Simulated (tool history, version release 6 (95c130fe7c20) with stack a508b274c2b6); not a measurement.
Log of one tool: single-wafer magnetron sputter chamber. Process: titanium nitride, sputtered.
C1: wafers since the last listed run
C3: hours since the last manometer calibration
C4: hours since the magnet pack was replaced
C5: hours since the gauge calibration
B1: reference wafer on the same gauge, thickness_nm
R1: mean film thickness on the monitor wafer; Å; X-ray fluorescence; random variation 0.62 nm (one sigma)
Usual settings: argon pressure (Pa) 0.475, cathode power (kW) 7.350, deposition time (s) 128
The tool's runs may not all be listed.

run 1 hour=0.0 | argon_pressure_(Pa)=0.414 cathode_power_(kW)=7.350 deposition_time_(s)=128 | C1=0 wafers_on_the_sputter_target=920 C3=1094.1 C4=6377.0 C5=1032.9 | B1=212.012 | R1=1880.59
run 2 hour=79.3 | argon_pressure_(Pa)=0.414 cathode_power_(kW)=7.350 deposition_time_(s)=128 | C1=1275 wafers_on_the_sputter_target=2196 C3=1173.4 C4=6456.3 C5=1112.2 | B1=211.974 | R1=1872.05
-- hour=115.0 gauge calibrated
run 3 hour=122.9 | argon_pressure_(Pa)=0.475 cathode_power_(kW)=7.350 deposition_time_(s)=128 | C1=701 wafers_on_the_sputter_target=2897 C3=1217.0 C4=6499.9 C5=7.9 | B1=212.017 | R1=1837.07
run 4 hour=227.8 | argon_pressure_(Pa)=0.475 cathode_power_(kW)=7.350 deposition_time_(s)=128 | C1=1687 wafers_on_the_sputter_target=4585 C3=1321.9 C4=6604.8 C5=112.8 | B1=212.019 | R1=1848.00
run 5 hour=280.5 | argon_pressure_(Pa)=0.405 cathode_power_(kW)=7.350 deposition_time_(s)=128 | C1=847 wafers_on_the_sputter_target=5433 C3=1374.6 C4=6657.5 C5=165.5 | B1=212.022 | R1=1869.50
-- hour=332.5 sputter target and shields replaced
run 6 hour=333.0 | argon_pressure_(Pa)=0.475 cathode_power_(kW)=7.350 deposition_time_(s)=128 | C1=715 wafers_on_the_sputter_target=8 C3=1427.1 C4=6710.0 C5=218.0 | B1=212.030 | R1=1850.24
run 7 hour=405.5 | argon_pressure_(Pa)=0.475 cathode_power_(kW)=7.350 deposition_time_(s)=128 | C1=1166 wafers_on_the_sputter_target=1174 C3=1499.6 C4=6782.5 C5=290.5 | B1=212.041 | R1=1856.97
run 8 hour=475.7 | argon_pressure_(Pa)=0.475 cathode_power_(kW)=7.350 deposition_time_(s)=128 | C1=1129 wafers_on_the_sputter_target=2303 C3=1569.8 C4=6852.7 C5=360.7 | B1=211.999 | R1=1847.36
run 9 hour=534.2 | argon_pressure_(Pa)=0.475 cathode_power_(kW)=7.350 deposition_time_(s)=128 | C1=941 wafers_on_the_sputter_target=3245 C3=1628.3 C4=6911.2 C5=419.2 | B1=212.124 | R1=1851.46
run 10 hour=602.1 | argon_pressure_(Pa)=0.475 cathode_power_(kW)=7.350 deposition_time_(s)=128 | C1=1092 wafers_on_the_sputter_target=4337 C3=1696.2 C4=6979.1 C5=487.1 | B1=211.994 | R1=1837.43
run 11 hour=666.5 | argon_pressure_(Pa)=0.384 cathode_power_(kW)=7.350 deposition_time_(s)=128 | C1=1036 wafers_on_the_sputter_target=5373 C3=1760.6 C4=7043.5 C5=551.5 | B1=212.038 | R1=1901.69
-- hour=682.3 sputter target and shields replaced
run 12 hour=748.8 | argon_pressure_(Pa)=0.384 cathode_power_(kW)=7.350 deposition_time_(s)=128 | C1=1195 wafers_on_the_sputter_target=1069 C3=1842.9 C4=7125.8 C5=633.8 | B1=211.885 | R1=1902.37
run 13 hour=841.5 | argon_pressure_(Pa)=0.475 cathode_power_(kW)=7.350 deposition_time_(s)=128 | C1=1491 wafers_on_the_sputter_target=2560 C3=1935.6 C4=7218.5 C5=726.5 | B1=211.981 | R1=1836.97
run 14 hour=920.6 | argon_pressure_(Pa)=0.475 cathode_power_(kW)=7.350 deposition_time_(s)=128 | C1=1272 wafers_on_the_sputter_target=3833 C3=2014.7 C4=7297.6 C5=805.6 | B1=211.927 | R1=1852.57
run 15 hour=1003.6 | argon_pressure_(Pa)=0.475 cathode_power_(kW)=7.350 deposition_time_(s)=128 | C1=1335 wafers_on_the_sputter_target=5168 C3=2097.7 C4=7380.6 C5=888.6 | B1=212.134 | R1=1850.33
-- hour=1059.0 capacitance manometer re-zeroed and calibrated
-- hour=1108.1 sputter target and shields replaced
run 16 hour=1110.3 | argon_pressure_(Pa)=0.475 cathode_power_(kW)=7.350 deposition_time_(s)=106 | C1=1459 wafers_on_the_sputter_target=35 C3=51.3 C4=7487.3 C5=995.3 | B1=212.005 | R1=1499.26
run 17 hour=1191.1 | argon_pressure_(Pa)=0.638 cathode_power_(kW)=5.950 deposition_time_(s)=142 | C1=1300 wafers_on_the_sputter_target=1335 C3=132.1 C4=7568.1 C5=1076.1 | B1=212.021 | R1=1677.64
-- hour=1272.0 gauge calibrated
run 18 hour=1288.0 | argon_pressure_(Pa)=0.384 cathode_power_(kW)=7.350 deposition_time_(s)=128 | C1=1559 wafers_on_the_sputter_target=2894 C3=229.0 C4=7665.0 C5=16.0 | B1=211.831 | R1=1885.84
-- hour=1360.7 magnet pack replaced, of another model than before
run 19 hour=1388.1 | argon_pressure_(Pa)=0.475 cathode_power_(kW)=7.350 deposition_time_(s)=128 | C1=1481 wafers_on_the_sputter_target=4376 C3=329.1 C4=27.4 C5=116.1 | B1=212.091 | R1=1816.11
run 20 hour=1470.8 | argon_pressure_(Pa)=0.388 cathode_power_(kW)=6.200 deposition_time_(s)=105 | C1=1330 wafers_on_the_sputter_target=5707 C3=411.8 C4=110.1 C5=198.8 | B1=212.016 | R1=1378.91
-- hour=1500.7 sputter target and shields replaced
run 21 hour=1553.2 | argon_pressure_(Pa)=0.605 cathode_power_(kW)=6.100 deposition_time_(s)=128 | C1=1197 wafers_on_the_sputter_target=844 C3=494.2 C4=192.5 C5=281.2 | B1=212.036 | R1=1584.09
run 22 hour=1644.3 | argon_pressure_(Pa)=0.475 cathode_power_(kW)=7.350 deposition_time_(s)=143 | C1=1465 wafers_on_the_sputter_target=2310 C3=585.3 C4=283.6 C5=372.3 | B1=211.982 | R1=2036.00
run 23 hour=1702.9 | argon_pressure_(Pa)=0.475 cathode_power_(kW)=7.350 deposition_time_(s)=121 | C1=942 wafers_on_the_sputter_target=3253 C3=643.9 C4=342.2 C5=430.9 | B1=212.079 | R1=1723.78
run 24 hour=1747.1 | argon_pressure_(Pa)=0.475 cathode_power_(kW)=7.350 deposition_time_(s)=120 | C1=711 wafers_on_the_sputter_target=3964 C3=688.1 C4=386.4 C5=475.1 | B1=211.977 | R1=1711.73
run 25 hour=1788.5 | argon_pressure_(Pa)=0.475 cathode_power_(kW)=7.350 deposition_time_(s)=128 | C1=666 wafers_on_the_sputter_target=4630 C3=729.5 C4=427.8 C5=516.5 | B1=212.020 | R1=1829.02
run 26 hour=1859.6 | argon_pressure_(Pa)=0.291 cathode_power_(kW)=7.350 deposition_time_(s)=128 | C1=1143 wafers_on_the_sputter_target=5774 C3=800.6 C4=498.9 C5=587.6 | B1=212.122 | R1=1920.93
-- hour=1907.7 sputter target and shields replaced
run 27 hour=1946.1 | argon_pressure_(Pa)=0.358 cathode_power_(kW)=5.950 deposition_time_(s)=128 | C1=1262 wafers_on_the_sputter_target=617 C3=887.1 C4=585.4 C5=674.1 | B1=212.074 | R1=1656.31
run 28 hour=2001.1 | argon_pressure_(Pa)=0.293 cathode_power_(kW)=9.100 deposition_time_(s)=128 | C1=884 wafers_on_the_sputter_target=1502 C3=942.1 C4=640.4 C5=729.1 | B1=212.020 | R1=2190.14

Forecast each of these 4 alternatives for the next run:
run A hour=2001.5 | argon_pressure_(Pa)=0.475 cathode_power_(kW)=7.350 deposition_time_(s)=108 | C1=6 wafers_on_the_sputter_target=1508 C3=942.5 C4=640.8 C5=729.5 | B1=? | R1=?
run B hour=2001.5 | argon_pressure_(Pa)=0.318 cathode_power_(kW)=7.900 deposition_time_(s)=128 | C1=6 wafers_on_the_sputter_target=1508 C3=942.5 C4=640.8 C5=729.5 | B1=? | R1=?
run C hour=2001.5 | argon_pressure_(Pa)=0.554 cathode_power_(kW)=6.000 deposition_time_(s)=128 | C1=6 wafers_on_the_sputter_target=1508 C3=942.5 C4=640.8 C5=729.5 | B1=? | R1=?
run D hour=2001.5 | argon_pressure_(Pa)=0.321 cathode_power_(kW)=8.700 deposition_time_(s)=103 | C1=6 wafers_on_the_sputter_target=1508 C3=942.5 C4=640.8 C5=729.5 | B1=? | R1=?

run=A B1=212.139 R1=1540.78
run=B B1=212.139 R1=1982.98
run=C B1=212.139 R1=1586.04
run=D B1=212.139 R1=1698.86
Without the tool's hidden state the same runs would have given:
run=A R1=1519.13
run=B R1=1961.08
run=C R1=1561.41
run=D R1=1680.00
